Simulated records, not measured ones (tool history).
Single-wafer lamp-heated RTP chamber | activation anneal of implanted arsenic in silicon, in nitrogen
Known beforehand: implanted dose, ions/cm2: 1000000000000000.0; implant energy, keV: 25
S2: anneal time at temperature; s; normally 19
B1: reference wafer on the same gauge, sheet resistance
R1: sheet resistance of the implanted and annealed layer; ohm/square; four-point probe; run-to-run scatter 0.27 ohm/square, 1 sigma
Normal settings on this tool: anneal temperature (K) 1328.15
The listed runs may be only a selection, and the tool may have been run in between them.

run 1 hour=0.0 | anneal_temperature_(K)=1328.15 S2=19 | B1=95.99 | R1=114.90
run 2 hour=57.1 | anneal_temperature_(K)=1328.15 S2=19 | B1=96.00 | R1=114.64
run 3 hour=154.8 | anneal_temperature_(K)=1328.15 S2=19 | B1=96.05 | R1=114.06
run 4 hour=237.4 | anneal_temperature_(K)=1328.15 S2=19 | B1=96.03 | R1=113.56
-- hour=324.9 reflector plate cleaned
-- hour=327.5 pyrometer window cleaned and pyrometer calibrated
run 5 hour=337.1 | anneal_temperature_(K)=1328.15 S2=19 | B1=96.00 | R1=115.35
run 6 hour=377.2 | anneal_temperature_(K)=1328.15 S2=19 | B1=95.99 | R1=115.06
run 7 hour=479.6 | anneal_temperature_(K)=1328.15 S2=19 | B1=95.99 | R1=114.39
run 8 hour=543.8 | anneal_temperature_(K)=1328.15 S2=19 | B1=95.96 | R1=114.44
run 9 hour=646.7 | anneal_temperature_(K)=1328.15 S2=19 | B1=95.97 | R1=113.88
run 10 hour=696.6 | anneal_temperature_(K)=1328.15 S2=19 | B1=96.02 | R1=113.03
-- hour=724.8 reflector plate cleaned
-- hour=725.3 pyrometer window cleaned and pyrometer calibrated
run 11 hour=776.2 | anneal_temperature_(K)=1328.15 S2=19 | B1=96.02 | R1=115.47
run 12 hour=835.4 | anneal_temperature_(K)=1343.15 S2=19 | B1=95.96 | R1=112.76
run 13 hour=890.4 | anneal_temperature_(K)=1343.15 S2=19 | B1=96.00 | R1=111.84
-- hour=962.4 gauge calibrated
run 14 hour=976.9 | anneal_temperature_(K)=1343.15 S2=19 | B1=95.98 | R1=111.54
run 15 hour=1082.3 | anneal_temperature_(K)=1328.15 S2=19 | B1=95.97 | R1=113.05
run 16 hour=1169.2 | anneal_temperature_(K)=1316.15 S2=13 | B1=96.00 | R1=117.82
-- hour=1200.3 pyrometer window cleaned and pyrometer calibrated
-- hour=1200.3 reflector plate cleaned
run 17 hour=1216.1 | anneal_temperature_(K)=1305.15 S2=8 | B1=96.02 | R1=125.91
run 18 hour=1274.8 | anneal_temperature_(K)=1328.15 S2=19 | B1=95.99 | R1=115.13
run 19 hour=1375.7 | anneal_temperature_(K)=1328.15 S2=13 | B1=96.05 | R1=118.04
run 20 hour=1436.5 | anneal_temperature_(K)=1355.15 S2=8 | B1=95.94 | R1=116.64
-- hour=1601.2 pyrometer window cleaned and pyrometer calibrated
-- hour=1611.8 reflector plate cleaned
run 21 hour=1758.0 | anneal_temperature_(K)=1328.15 S2=19 | B1=96.03 | R1=114.27
run 22 hour=1820.7 | anneal_temperature_(K)=1345.15 S2=10 | B1=95.93 | R1=116.74

What will run 23 give?
run 23 hour=1861.2 | anneal_temperature_(K)=1306.15 S2=30 | B1=? | R1=?

Run 23 measured B1 96.03, R1 114.03 ohm/square.
Take away the tool's hidden state, keep the run-to-run variation as it was, and the same run would have given R1 116.10 ohm/square.

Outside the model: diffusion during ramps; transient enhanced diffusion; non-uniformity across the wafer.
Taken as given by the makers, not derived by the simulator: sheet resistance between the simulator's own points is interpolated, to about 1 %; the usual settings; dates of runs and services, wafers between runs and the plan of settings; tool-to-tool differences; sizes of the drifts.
